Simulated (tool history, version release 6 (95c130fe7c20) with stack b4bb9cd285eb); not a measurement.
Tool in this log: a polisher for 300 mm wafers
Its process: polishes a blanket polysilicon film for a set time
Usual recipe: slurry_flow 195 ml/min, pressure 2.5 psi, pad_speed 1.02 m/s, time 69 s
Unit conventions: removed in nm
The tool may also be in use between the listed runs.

run	day	slurry_flow	pressure	pad_speed	time	incoming thickness of the incoming film, nm	removed
1	0	195	2.5	1.02	69	1675.2	551.8
2	0.592	195	2.5	1.02	69	1643.1	550.7
# day 1.375: worn pad replaced by a new one
3	1.396	195	2.5	1.02	69	1672.9	582.8
4	1.996	195	3	1.02	69	1658	681.2
5	2.258	195	3	1.02	69	1640.7	676.6
6	2.979	195	3	1.02	69	1628.9	673.7
7	3.317	195	2.5	1.02	69	1657.2	569.5
8	3.842	195	2.5	1.02	69	1662.7	559.1
9	4.271	195	2.5	1.02	69	1647.6	549.5
10	4.654	195	2.5	1.02	69	1636.1	535.7
# day 5.546: worn pad replaced by a new one
11	5.567	195	2.5	1.02	69	1660.6	571.4
12	5.983	165	2.5	1.02	69	1644.3	536.8
13	6.45	260	2.5	1.02	69	1638.8	598.1
14	7.029	195	2.5	1.02	69	1620	562.4
15	7.546	240	2.5	1.14	69	1647.5	642.7
# day 7.617: slurry nozzle cleaned
16	7.979	195	2.5	1.02	69	1639.2	613.4
17	8.533	195	2.5	1.02	69	1651.8	610.1
# day 8.983: head pressure recalibrated
18	9.238	195	1.7	1.02	69	1641.9	426.2
# day 9.554: worn pad replaced by a new one
19	10.9	195	2.5	1.02	69	1628.8	621.7
20	11.229	260	2.5	1.02	79	1669.1	737.6
21	11.729	195	2.5	1.02	45	1628.9	408.7
22	12.188	160	3.3	1.26	48	1652.2	642.3
23	12.658	195	2.1	1.02	69	1626.8	515.9
24	13.108	195	3.3	1.02	69	1615.7	747.5
25	13.554	175	2.5	1.02	69	1655	567.5

State the hidden condition of the tool at each of the runs:
deviation of the head's pressure from its setpoint, %: 0 at every run
H1: removal rate lost through wear of the pad, %
H2: slurry flow missing at the pad, %
run	H1	H2
1	5.68	35.9
2	7.67	36.8
3	0.607	38.1
4	0.793	39.1
5	0.985	39.6
6	1.86	40.7
7	2.44	41.3
8	3.56	42.1
9	4.68	42.9
10	5.84	43.5
11	0.348	45
12	0.441	45.7
13	0.745	46.4
14	1.42	47.4
15	2.29	48.2
16	3.23	3.05
17	4.69	3.96
18	6.98	5.11
19	1.12	7.83
20	1.61	8.37
21	2.55	9.19
22	3.62	9.94
23	4.94	10.7
24	6.39	11.4
25	8.03	12.2

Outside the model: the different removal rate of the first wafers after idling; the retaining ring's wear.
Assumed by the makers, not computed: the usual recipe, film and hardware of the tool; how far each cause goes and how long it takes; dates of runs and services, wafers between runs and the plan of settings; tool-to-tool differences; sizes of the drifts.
